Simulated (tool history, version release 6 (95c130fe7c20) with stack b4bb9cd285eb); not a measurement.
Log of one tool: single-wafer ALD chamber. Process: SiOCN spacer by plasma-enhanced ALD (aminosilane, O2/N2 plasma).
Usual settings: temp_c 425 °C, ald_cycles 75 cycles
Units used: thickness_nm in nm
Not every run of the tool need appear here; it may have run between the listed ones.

run	hour	temp_c	ald_cycles	read-back reference wafer on the same gauge, thickness_nm	thickness_nm
1	0.0	425	75	5.061	4.689
2	74.3	425	75	5.059	4.731
3	177.5	425	75	5.072	4.715
4	216.0	425	75	5.066	4.717
5	315.7	425	75	5.075	4.710
6	423.1	419	75	5.070	4.810
7	477.4	419	75	5.064	4.842
8	557.2	419	75	5.082	4.799
9	646.0	436	65	5.067	3.948
# hour 738.6: thermocouple changed; heater temperature recalibrated
10	739.1	436	65	5.071	3.976
11	835.0	436	65	5.081	3.974
12	879.9	425	86	5.071	5.366
13	949.6	425	86	5.070	5.451
14	1047.6	425	75	5.073	4.737
15	1146.3	425	75	5.082	4.700
16	1224.7	425	75	5.080	4.704
17	1364.4	425	68	5.067	4.254
18	1589.3	425	84	5.064	5.301
19	1641.7	425	84	5.075	5.238
20	1682.0	425	84	5.068	5.258
21	1725.4	425	79	5.066	4.973
22	1892.2	434	75	5.066	4.559
23	1953.1	436	87	5.061	5.223
24	2048.2	415	88	5.070	5.771
25	2126.6	419	75	5.062	4.812
# hour 2145.4: thermocouple changed; heater temperature recalibrated
# hour 2220.9: gauge calibrated
26	2234.1	435	85	5.069	5.145
27	2270.3	425	75	5.072	4.685
28	2371.8	429	75	5.077	4.649
29	2471.7	415	88	5.070	5.724
30	2549.0	437	64	5.072	3.874
31	2682.6	425	75	5.063	4.762
32	2725.7	425	75	5.059	4.699
33	2797.2	410	69	5.081	4.542
34	2864.0	412	75	5.077	4.960
35	2918.4	431	84	5.083	5.199
36	3002.8	419	69	5.074	4.415
37	3065.7	419	69	5.081	4.441
38	3157.3	413	80	5.054	5.266
39	3227.6	425	75	5.068	4.768
# hour 3287.1: thermocouple changed; heater temperature recalibrated
40	3287.6	419	63	5.073	4.044
41	3342.0	418	87	5.071	5.608
42	3435.6	432	82	5.061	4.987
43	3533.2	436	65	5.080	3.930
44	3606.7	425	75	5.066	4.680
45	3673.1	431	82	5.069	5.066
46	3862.7	425	70	5.071	4.356
47	3943.7	425	75	5.066	4.681

What was the tool's hidden state at every run in the log?
wafer temperature above the value expected at the setpoint (K): 0 at every run
gauge reads high (%): 0 at every run
